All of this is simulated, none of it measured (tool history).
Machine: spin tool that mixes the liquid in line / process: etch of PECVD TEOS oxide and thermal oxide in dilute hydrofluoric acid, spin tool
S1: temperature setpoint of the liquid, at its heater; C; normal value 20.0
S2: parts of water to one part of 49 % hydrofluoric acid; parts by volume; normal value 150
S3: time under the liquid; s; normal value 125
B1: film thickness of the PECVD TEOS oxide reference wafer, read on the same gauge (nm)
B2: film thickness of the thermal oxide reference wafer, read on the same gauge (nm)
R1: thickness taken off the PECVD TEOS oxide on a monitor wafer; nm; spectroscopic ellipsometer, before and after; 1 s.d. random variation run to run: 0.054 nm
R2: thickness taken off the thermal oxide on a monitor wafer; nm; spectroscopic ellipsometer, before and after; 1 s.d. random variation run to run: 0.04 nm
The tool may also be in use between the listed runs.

{"run": 1, "hour": 0.0, "S1": 20.0, "S2": 150, "S3": 125, "B1": 50.03, "B2": 70.003, "R1": 8.88, "R2": 3.917}
{"run": 2, "hour": 28.7, "S1": 18.5, "S2": 150, "S3": 125, "B1": 49.96, "B2": 69.98, "R1": 8.4, "R2": 3.726}
{"run": 3, "hour": 88.5, "S1": 18.5, "S2": 150, "S3": 125, "B1": 49.97, "B2": 69.988, "R1": 8.41, "R2": 3.694}
{"run": 4, "hour": 119.4, "S1": 18.5, "S2": 150, "S3": 125, "B1": 49.99, "B2": 70.017, "R1": 8.26, "R2": 3.746}
{"run": 5, "hour": 166.7, "S1": 20.0, "S2": 150, "S3": 125, "B1": 50.01, "B2": 69.989, "R1": 8.79, "R2": 4.053}
{"run": 6, "hour": 222.3, "S1": 20.0, "S2": 150, "S3": 125, "B1": 50.02, "B2": 69.994, "R1": 8.86, "R2": 3.895}
{"run": 7, "hour": 250.1, "S1": 20.0, "S2": 150, "S3": 125, "B1": 49.99, "B2": 69.996, "R1": 8.95, "R2": 3.959}
{"hour": 269.4, "done": "gauge calibrated"}
{"run": 8, "hour": 304.3, "S1": 18.0, "S2": 150, "S3": 160, "B1": 50.0, "B2": 70.0, "R1": 10.45, "R2": 4.757}
{"run": 9, "hour": 335.7, "S1": 18.0, "S2": 150, "S3": 160, "B1": 49.99, "B2": 70.002, "R1": 10.55, "R2": 4.805}
{"run": 10, "hour": 380.8, "S1": 20.0, "S2": 195, "S3": 125, "B1": 49.97, "B2": 69.977, "R1": 6.63, "R2": 2.933}
{"run": 11, "hour": 431.2, "S1": 17.0, "S2": 150, "S3": 125, "B1": 49.98, "B2": 69.99, "R1": 7.98, "R2": 3.557}
{"run": 12, "hour": 476.1, "S1": 20.0, "S2": 150, "S3": 125, "B1": 50.04, "B2": 70.003, "R1": 8.94, "R2": 4.131}
{"run": 13, "hour": 525.2, "S1": 21.5, "S2": 215, "S3": 125, "B1": 49.99, "B2": 70.028, "R1": 6.26, "R2": 2.798}
{"run": 14, "hour": 560.5, "S1": 18.5, "S2": 115, "S3": 170, "B1": 50.03, "B2": 69.985, "R1": 15.84, "R2": 7.046}
{"run": 15, "hour": 591.1, "S1": 23.5, "S2": 175, "S3": 85, "B1": 49.99, "B2": 70.016, "R1": 5.89, "R2": 2.646}
{"run": 16, "hour": 662.4, "S1": 20.0, "S2": 150, "S3": 125, "B1": 50.02, "B2": 69.961, "R1": 9.13, "R2": 4.12}
{"hour": 715.0, "done": "thermometer replaced"}
{"hour": 726.8, "done": "hydrofluoric acid flow meter replaced"}
{"run": 17, "hour": 732.8, "S1": 20.0, "S2": 115, "S3": 195, "B1": 50.02, "B2": 69.986, "R1": 17.42, "R2": 7.735}
{"run": 18, "hour": 768.7, "S1": 17.5, "S2": 130, "S3": 125, "B1": 49.98, "B2": 69.986, "R1": 8.74, "R2": 3.933}
{"run": 19, "hour": 813.7, "S1": 21.5, "S2": 150, "S3": 125, "B1": 49.94, "B2": 70.011, "R1": 8.75, "R2": 3.922}
{"run": 20, "hour": 867.8, "S1": 18.5, "S2": 150, "S3": 125, "B1": 50.03, "B2": 69.988, "R1": 7.78, "R2": 3.481}
{"run": 21, "hour": 901.0, "S1": 17.0, "S2": 150, "S3": 175, "B1": 49.97, "B2": 70.032, "R1": 10.35, "R2": 4.665}
{"run": 22, "hour": 941.9, "S1": 17.5, "S2": 130, "S3": 125, "B1": 50.02, "B2": 70.015, "R1": 8.85, "R2": 4.004}
{"run": 23, "hour": 979.2, "S1": 22.5, "S2": 200, "S3": 170, "B1": 50.03, "B2": 70.003, "R1": 8.89, "R2": 3.979}
{"run": 24, "hour": 1006.3, "S1": 20.0, "S2": 150, "S3": 125, "B1": 49.99, "B2": 69.986, "R1": 8.31, "R2": 3.713}

Forecast run 25:
{"run": 25, "hour": 1096.6, "S1": 20.0, "S2": 150, "S3": 125, "B1": "?", "B2": "?", "R1": "?", "R2": "?"}

B1: 50.01
B2: 70.001
R1: 8.41 nm
R2: 3.743 nm
If the tool had no hidden condition, the same run with the same run-to-run variation would have returned R1 8.21 nm, R2 3.654 nm.
